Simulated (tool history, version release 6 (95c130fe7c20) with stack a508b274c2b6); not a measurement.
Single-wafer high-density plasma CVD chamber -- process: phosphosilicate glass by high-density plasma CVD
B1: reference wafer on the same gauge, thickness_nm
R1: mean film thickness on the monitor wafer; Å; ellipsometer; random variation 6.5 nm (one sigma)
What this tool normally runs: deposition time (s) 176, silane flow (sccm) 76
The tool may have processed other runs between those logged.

run 1 hour=0.0 | deposition_time_(s)=190 silane_flow_(sccm)=76 | B1=1580.696 | R1=14687.22
run 2 hour=30.9 | deposition_time_(s)=176 silane_flow_(sccm)=81 | B1=1578.902 | R1=14595.11
run 3 hour=75.8 | deposition_time_(s)=176 silane_flow_(sccm)=81 | B1=1583.583 | R1=14504.21
run 4 hour=100.9 | deposition_time_(s)=176 silane_flow_(sccm)=72 | B1=1581.323 | R1=12863.01
run 5 hour=159.7 | deposition_time_(s)=176 silane_flow_(sccm)=76 | B1=1584.182 | R1=13508.93
run 6 hour=208.0 | deposition_time_(s)=176 silane_flow_(sccm)=76 | B1=1582.867 | R1=13571.33
run 7 hour=243.6 | deposition_time_(s)=176 silane_flow_(sccm)=82 | B1=1580.433 | R1=14602.95
run 8 hour=295.6 | deposition_time_(s)=176 silane_flow_(sccm)=82 | B1=1582.072 | R1=14582.64
run 9 hour=364.9 | deposition_time_(s)=176 silane_flow_(sccm)=76 | B1=1581.148 | R1=13539.89
run 10 hour=411.0 | deposition_time_(s)=176 silane_flow_(sccm)=76 | B1=1580.946 | R1=13445.53
run 11 hour=460.1 | deposition_time_(s)=176 silane_flow_(sccm)=76 | B1=1579.074 | R1=13519.18
run 12 hour=499.7 | deposition_time_(s)=176 silane_flow_(sccm)=76 | B1=1579.370 | R1=13465.84
run 13 hour=564.3 | deposition_time_(s)=187 silane_flow_(sccm)=85 | B1=1584.674 | R1=15979.67
-- hour=592.3 gauge calibrated
run 14 hour=631.1 | deposition_time_(s)=167 silane_flow_(sccm)=80 | B1=1584.674 | R1=13450.04
run 15 hour=697.1 | deposition_time_(s)=150 silane_flow_(sccm)=85 | B1=1579.540 | R1=12687.99
run 16 hour=752.6 | deposition_time_(s)=205 silane_flow_(sccm)=69 | B1=1581.893 | R1=14006.39
run 17 hour=799.1 | deposition_time_(s)=142 silane_flow_(sccm)=82 | B1=1580.587 | R1=11586.49
run 18 hour=854.0 | deposition_time_(s)=176 silane_flow_(sccm)=76 | B1=1579.239 | R1=13325.93
-- hour=874.3 silane flow controller replaced
run 19 hour=886.7 | deposition_time_(s)=153 silane_flow_(sccm)=86 | B1=1577.588 | R1=13891.49
run 20 hour=953.8 | deposition_time_(s)=176 silane_flow_(sccm)=65 | B1=1580.930 | R1=12076.76
run 21 hour=999.4 | deposition_time_(s)=163 silane_flow_(sccm)=72 | B1=1583.598 | R1=12336.96
run 22 hour=1061.2 | deposition_time_(s)=176 silane_flow_(sccm)=76 | B1=1576.373 | R1=14133.94
run 23 hour=1103.3 | deposition_time_(s)=208 silane_flow_(sccm)=89 | B1=1577.502 | R1=19720.79
run 24 hour=1139.9 | deposition_time_(s)=198 silane_flow_(sccm)=76 | B1=1579.006 | R1=15902.58

4 options for the next run, each taken on its own from the tool as it stands now. Forecast them:
run A hour=1140.3 | deposition_time_(s)=176 silane_flow_(sccm)=76 | B1=? | R1=?
run B hour=1140.3 | deposition_time_(s)=191 silane_flow_(sccm)=82 | B1=? | R1=?
run C hour=1140.3 | deposition_time_(s)=206 silane_flow_(sccm)=82 | B1=? | R1=?
run D hour=1140.3 | deposition_time_(s)=176 silane_flow_(sccm)=83 | B1=? | R1=?

run=A B1=1582.287 R1=14025.93
run=B B1=1582.287 R1=16423.00
run=C B1=1582.287 R1=17712.76
run=D B1=1582.287 R1=15317.79
Without the tool's hidden state the same runs would have given:
run=A R1=14142.82
run=B R1=16559.87
run=C R1=17860.39
run=D R1=15445.45

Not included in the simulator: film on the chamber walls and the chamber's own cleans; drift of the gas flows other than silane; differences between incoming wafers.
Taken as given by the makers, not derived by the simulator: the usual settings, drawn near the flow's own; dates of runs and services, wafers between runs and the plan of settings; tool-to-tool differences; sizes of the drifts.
